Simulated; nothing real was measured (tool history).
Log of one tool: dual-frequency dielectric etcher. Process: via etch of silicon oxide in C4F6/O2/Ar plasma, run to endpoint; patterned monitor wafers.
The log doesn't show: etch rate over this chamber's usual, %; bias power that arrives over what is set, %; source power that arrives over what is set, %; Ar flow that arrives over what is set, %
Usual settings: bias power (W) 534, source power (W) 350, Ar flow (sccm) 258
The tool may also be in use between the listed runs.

run     day  bias power (W)  source power (W)  Ar flow (sccm)  wafers since the last listed run  hours since the last wet clean  hours since the last bias power generator calibration  hours since the last source power generator calibration  hours since the last Ar flow controller change  hours since the last upper electrode change  incoming incoming film thickness, nm  endpoint time (s)
  1   0.000             534               350             258                                 0                           141.9                                                 1847.3                                                   3278.2                                          4792.2                                       3481.8                                 200.9               45.5
  2   1.525             534               350             258                               646                           178.5                                                 1883.9                                                   3314.8                                          4828.8                                       3518.4                                 203.5               47.1
  3   3.104             534               350             278                               669                           216.4                                                 1921.8                                                   3352.7                                          4866.7                                       3556.3                                 200.7               46.6
  4   6.075             624               350             258                              1260                           287.7                                                 1993.1                                                   3424.0                                          4938.0                                       3627.6                                 199.0               43.6
      8.417  -- wet clean of the chamber
  5   8.912             624               350             258                               779                            11.9                                                 2061.2                                                   3492.1                                          5006.1                                       3695.7                                 203.0               42.4
  6  11.312             450               350             289                              1018                            69.5                                                 2118.8                                                   3549.7                                          5063.7                                       3753.3                                 202.4               50.6
  7  13.358             534               350             258                               867                           118.6                                                 2167.9                                                   3598.8                                          5112.8                                       3802.4                                 201.6               46.3
     14.804  -- upper electrode replaced, of another model than before
  8  15.667             534               350             258                               554                           174.0                                                 2223.3                                                   3654.2                                          5168.2                                         20.7                                 199.8               46.3
  9  17.262             534               350             258                               676                           212.3                                                 2261.6                                                   3692.5                                          5206.5                                         59.0                                 202.5               46.6
     18.654  -- source power generator calibrated
 10  18.829             534               350             258                               593                           249.9                                                 2299.2                                                      4.2                                          5244.1                                         96.6                                 201.8               47.2
 11  20.042             534               350             258                               514                           279.0                                                 2328.3                                                     33.3                                          5273.2                                        125.7                                 201.7               47.1
     23.504  -- wet clean of the chamber
 12  23.525             534               350             258                              1053                             0.5                                                 2411.9                                                    116.9                                          5356.8                                        209.3                                 202.7               46.2
 13  25.596             589               350             258                               878                            50.2                                                 2461.6                                                    166.6                                          5406.5                                        259.0                                 202.4               43.2
     26.688  -- bias power generator calibrated
 14  27.754             598               310             221                               844                           102.0                                                   25.6                                                    218.4                                          5458.3                                        310.8                                 200.6               44.1
 15  29.721             421               350             258                               834                           149.2                                                   72.8                                                    265.6                                          5505.5                                        358.0                                 202.9               54.5
 16  30.846             622               300             258                               477                           176.2                                                   99.8                                                    292.6                                          5532.5                                        385.0                                 203.7               45.1
     31.446  -- Ar flow controller replaced
 17  33.775             534               350             258                              1136                           246.5                                                  170.1                                                    362.9                                            55.9                                        455.3                                 200.3               46.2
 18  35.346             534               350             258                               666                           284.2                                                  207.8                                                    400.6                                            93.6                                        493.0                                 200.0               46.9
     38.208  -- wet clean of the chamber
 19  38.229             534               400             316                               798                             0.5                                                  277.0                                                    469.8                                           162.8                                        562.2                                 201.6               43.6
 20  38.988             457               350             258                               321                            18.7                                                  295.2                                                    488.0                                           181.0                                        580.4                                 199.6               50.4
 21  41.629             470               350             318                              1120                            82.1                                                  358.6                                                    551.4                                           244.4                                        643.8                                 202.2               50.8
 22  43.279             633               400             277                               699                           121.7                                                  398.2                                                    591.0                                           284.0                                        683.4                                 202.9               39.6
 23  44.483             622               300             258                               510                           150.6                                                  427.1                                                    619.9                                           312.9                                        712.3                                 200.1               43.5
 24  46.258             489               270             227                               752                           193.2                                                  469.7                                                    662.5                                           355.5                                        754.9                                 202.4               54.0
 25  48.250             645               290             278                               844                           241.0                                                  517.5                                                    710.3                                           403.3                                        802.7                                 202.5               44.8
 26  50.179             534               350             228                               818                           287.3                                                  563.8                                                    756.6                                           449.6                                        849.0                                 202.4               46.7
 27  51.217             534               350             258                               440                           312.2                                                  588.7                                                    781.5                                           474.5                                        873.9                                 202.3               47.7
 28  53.600             534               320             224                              1010                           369.4                                                  645.9                                                    838.7                                           531.7                                        931.1                                 205.0               49.0

How the hidden state differs across the entries between the runs, from the last listed run before each to the first after it:
Between runs 4 and 5: wet clean of the chamber (day 8.417)
  etch rate over this chamber's usual, %: -3.86 -> -0.327
  measured less the result without the state, endpoint time (s): +1.7 -> +0.1
Between runs 7 and 8: upper electrode replaced, of another model than before (day 14.804)
  etch rate over this chamber's usual, %: -1.75 -> -2.49
  measured less the result without the state, endpoint time (s): +0.8 -> +1.2
Between runs 9 and 10: source power generator calibrated (day 18.654)
  etch rate over this chamber's usual, %: -3 -> -3.5
  measured less the result without the state, endpoint time (s): +1.4 -> +1.6
Between runs 11 and 12: wet clean of the chamber (day 23.504)
  etch rate over this chamber's usual, %: -3.89 -> -0.461
  measured less the result without the state, endpoint time (s): +1.8 -> +0.2
Between runs 13 and 14: bias power generator calibrated (day 26.688)
  etch rate over this chamber's usual, %: -1.12 -> -1.81
  measured less the result without the state, endpoint time (s): +0.5 -> +0.8
Between runs 16 and 17: Ar flow controller replaced (day 31.446)
  etch rate over this chamber's usual, %: -2.8 -> -3.74
  measured less the result without the state, endpoint time (s): +1.3 -> +1.8
Between runs 18 and 19: wet clean of the chamber (day 38.208)
  etch rate over this chamber's usual, %: -4.24 -> 0.149
  measured less the result without the state, endpoint time (s): +2.0 -> -0.1
